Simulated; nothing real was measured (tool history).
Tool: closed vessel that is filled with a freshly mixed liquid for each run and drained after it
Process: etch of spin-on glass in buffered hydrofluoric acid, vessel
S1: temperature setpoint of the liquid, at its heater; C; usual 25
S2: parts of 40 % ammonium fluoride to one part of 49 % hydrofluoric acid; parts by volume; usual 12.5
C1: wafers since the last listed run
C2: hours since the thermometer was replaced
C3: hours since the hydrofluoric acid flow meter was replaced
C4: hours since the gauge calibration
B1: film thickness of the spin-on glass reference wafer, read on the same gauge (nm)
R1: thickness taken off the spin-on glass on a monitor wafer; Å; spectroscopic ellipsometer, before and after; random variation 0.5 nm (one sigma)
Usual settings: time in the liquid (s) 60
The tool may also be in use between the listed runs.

run 1 hour=0 | S1=26.5 S2=12.5 time_in_the_liquid_(s)=60 | C1=0 C2=534.4 C3=1100.1 C4=939.8 | B1=79.99 | R1=1531.9
run 2 hour=44.9 | S1=25 S2=12.5 time_in_the_liquid_(s)=60 | C1=3177 C2=579.3 C3=1145 C4=984.7 | B1=80 | R1=1404.3
-- hour=66.2 hydrofluoric acid flow meter replaced
run 3 hour=110.9 | S1=25 S2=14.5 time_in_the_liquid_(s)=60 | C1=4599 C2=645.3 C3=44.7 C4=1050.7 | B1=79.96 | R1=1213.4
run 4 hour=170.8 | S1=25 S2=14.5 time_in_the_liquid_(s)=60 | C1=4238 C2=705.2 C3=104.6 C4=1110.6 | B1=80 | R1=1210.3
run 5 hour=256.1 | S1=25 S2=14.5 time_in_the_liquid_(s)=60 | C1=6036 C2=790.5 C3=189.9 C4=1195.9 | B1=79.98 | R1=1208.7
run 6 hour=296 | S1=25 S2=12.5 time_in_the_liquid_(s)=60 | C1=2823 C2=830.4 C3=229.8 C4=1235.8 | B1=79.99 | R1=1393.2
run 7 hour=381.3 | S1=25 S2=12.5 time_in_the_liquid_(s)=60 | C1=6036 C2=915.7 C3=315.1 C4=1321.1 | B1=79.97 | R1=1397.3
run 8 hour=456.8 | S1=25 S2=12.5 time_in_the_liquid_(s)=60 | C1=5342 C2=991.2 C3=390.6 C4=1396.6 | B1=79.98 | R1=1381.6
run 9 hour=499.2 | S1=25 S2=12.5 time_in_the_liquid_(s)=60 | C1=3000 C2=1033.6 C3=433 C4=1439 | B1=80.02 | R1=1383.2
-- hour=503.1 thermometer replaced
run 10 hour=547.1 | S1=25 S2=16 time_in_the_liquid_(s)=60 | C1=3318 C2=44 C3=480.9 C4=1486.9 | B1=80.01 | R1=1134.1
run 11 hour=632.1 | S1=25 S2=16 time_in_the_liquid_(s)=60 | C1=6014 C2=129 C3=565.9 C4=1571.9 | B1=80 | R1=1128
-- hour=654.6 gauge calibrated
run 12 hour=731.5 | S1=25 S2=12.5 time_in_the_liquid_(s)=60 | C1=7033 C2=228.4 C3=665.3 C4=76.9 | B1=80.03 | R1=1431.4
run 13 hour=830.6 | S1=25 S2=12.5 time_in_the_liquid_(s)=45 | C1=7012 C2=327.5 C3=764.4 C4=176 | B1=79.98 | R1=1070.7
run 14 hour=898.9 | S1=25 S2=12.5 time_in_the_liquid_(s)=80 | C1=4833 C2=395.8 C3=832.7 C4=244.3 | B1=80.02 | R1=1895.2
run 15 hour=946.7 | S1=25 S2=12.5 time_in_the_liquid_(s)=60 | C1=3382 C2=443.6 C3=880.5 C4=292.1 | B1=79.99 | R1=1419.3
run 16 hour=983 | S1=28 S2=16.5 time_in_the_liquid_(s)=75 | C1=2568 C2=479.9 C3=916.8 C4=328.4 | B1=80 | R1=1586.9
run 17 hour=1054.9 | S1=26.5 S2=10.5 time_in_the_liquid_(s)=35 | C1=5087 C2=551.8 C3=988.7 C4=400.3 | B1=79.98 | R1=1052.4
-- hour=1096.9 hydrofluoric acid flow meter replaced
run 18 hour=1157.6 | S1=25 S2=12.5 time_in_the_liquid_(s)=60 | C1=7196 C2=654.5 C3=60.7 C4=503 | B1=79.98 | R1=1400.7
run 19 hour=1234.4 | S1=28 S2=16.5 time_in_the_liquid_(s)=75 | C1=5434 C2=731.3 C3=137.5 C4=579.8 | B1=80.02 | R1=1574
run 20 hour=1337.7 | S1=25 S2=12.5 time_in_the_liquid_(s)=60 | C1=7309 C2=834.6 C3=240.8 C4=683.1 | B1=79.99 | R1=1400.5
run 21 hour=1420.5 | S1=25 S2=12.5 time_in_the_liquid_(s)=60 | C1=5859 C2=917.4 C3=323.6 C4=765.9 | B1=80.02 | R1=1388
run 22 hour=1497.2 | S1=25 S2=12.5 time_in_the_liquid_(s)=60 | C1=5427 C2=994.1 C3=400.3 C4=842.6 | B1=80.02 | R1=1378.9
run 23 hour=1540.7 | S1=28.5 S2=12.5 time_in_the_liquid_(s)=40 | C1=3078 C2=1037.6 C3=443.8 C4=886.1 | B1=80.01 | R1=1111.9
run 24 hour=1600.8 | S1=25 S2=12.5 time_in_the_liquid_(s)=50 | C1=4252 C2=1097.7 C3=503.9 C4=946.2 | B1=80.01 | R1=1154.1
-- hour=1645.8 thermometer replaced
run 25 hour=1692.6 | S1=25 S2=14.5 time_in_the_liquid_(s)=60 | C1=6425 C2=46.8 C3=595.7 C4=1038 | B1=79.99 | R1=1247
run 26 hour=1734.3 | S1=25 S2=7.5 time_in_the_liquid_(s)=95 | C1=2950 C2=88.5 C3=637.4 C4=1079.7 | B1=80.01 | R1=3669.2
run 27 hour=1800.3 | S1=20.5 S2=9.5 time_in_the_liquid_(s)=60 | C1=4670 C2=154.5 C3=703.4 C4=1145.7 | B1=79.98 | R1=1436.1
run 28 hour=1843.7 | S1=25 S2=15 time_in_the_liquid_(s)=85 | C1=3071 C2=197.9 C3=746.8 C4=1189.1 | B1=79.99 | R1=1685.7
run 29 hour=1924.5 | S1=22 S2=10 time_in_the_liquid_(s)=40 | C1=5717 C2=278.7 C3=827.6 C4=1269.9 | B1=80.01 | R1=998.6
run 30 hour=2011.1 | S1=21.5 S2=9 time_in_the_liquid_(s)=40 | C1=6128 C2=365.3 C3=914.2 C4=1356.5 | B1=80.01 | R1=1035.6
run 31 hour=2048.9 | S1=25 S2=8 time_in_the_liquid_(s)=30 | C1=2674 C2=403.1 C3=952 C4=1394.3 | B1=80.01 | R1=1065.1
run 32 hour=2146.9 | S1=21 S2=16 time_in_the_liquid_(s)=80 | C1=6934 C2=501.1 C3=1050 C4=1492.3 | B1=80 | R1=1180.2

The tool's hidden state at each run:
hydrofluoric acid flow above the setpoint (%): 0 in every run
gauge reads high (%): 0 in every run
H1: liquid colder than its thermometer reads (K)
run=1 H1=0.428
run=2 H1=0.461
run=3 H1=0.509
run=4 H1=0.552
run=5 H1=0.614
run=6 H1=0.642
run=7 H1=0.704
run=8 H1=0.759
run=9 H1=0.789
run=10 H1=0.0472
run=11 H1=0.109
run=12 H1=0.181
run=13 H1=0.252
run=14 H1=0.302
run=15 H1=0.336
run=16 H1=0.362
run=17 H1=0.414
run=18 H1=0.489
run=19 H1=0.544
run=20 H1=0.619
run=21 H1=0.679
run=22 H1=0.734
run=23 H1=0.766
run=24 H1=0.809
run=25 H1=0.142
run=26 H1=0.172
run=27 H1=0.219
run=28 H1=0.251
run=29 H1=0.309
run=30 H1=0.372
run=31 H1=0.399
run=32 H1=0.47

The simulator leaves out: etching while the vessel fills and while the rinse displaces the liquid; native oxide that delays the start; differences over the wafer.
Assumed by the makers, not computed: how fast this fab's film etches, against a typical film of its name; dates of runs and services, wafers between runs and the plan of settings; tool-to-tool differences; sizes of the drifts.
